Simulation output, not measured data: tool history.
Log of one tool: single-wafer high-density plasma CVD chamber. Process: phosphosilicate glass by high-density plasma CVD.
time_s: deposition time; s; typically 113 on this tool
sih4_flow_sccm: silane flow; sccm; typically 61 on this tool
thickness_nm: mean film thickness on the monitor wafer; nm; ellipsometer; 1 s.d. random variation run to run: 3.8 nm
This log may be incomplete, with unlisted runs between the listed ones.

run,hour,time_s,sih4_flow_sccm,"read-back reference wafer on the same gauge, thickness_nm",thickness_nm
1,0.0,113,61,676.468,651.370
2,31.8,113,61,674.863,651.081
3,68.4,113,61,676.569,655.152
4,100.6,113,61,677.117,648.797
# hour 134.8: gauge calibrated
5,170.9,113,61,676.985,652.443
6,205.1,113,61,677.480,651.002
7,277.1,113,70,676.700,751.989
8,343.6,113,61,675.306,651.675
# hour 365.3: silane flow controller replaced
9,388.0,113,61,676.658,651.149
10,432.8,125,61,677.993,716.841
11,479.3,101,71,673.805,677.373
12,638.4,113,61,675.768,652.042
# hour 816.0: gauge calibrated
13,823.0,113,72,675.560,762.641
14,873.3,113,54,675.244,580.381
15,1004.6,119,52,674.332,591.779
16,1045.5,113,61,675.807,656.552
17,1098.5,120,61,676.256,697.481
18,1170.3,136,70,676.192,904.178

Here are 4 independent what-if runs from the current tool condition. What would each one return?
A,1170.7,113,61,?,?
B,1170.7,124,69,?,?
C,1170.7,92,65,?,?
D,1170.7,104,71,?,?

run,"read-back reference wafer on the same gauge, thickness_nm",thickness_nm
A,676.375,648.122
B,676.375,804.488
C,676.375,562.276
D,676.375,694.289
What these runs would have given with no unlogged condition in the tool:
run,thickness_nm
A,648.122
B,804.488
C,562.276
D,694.289
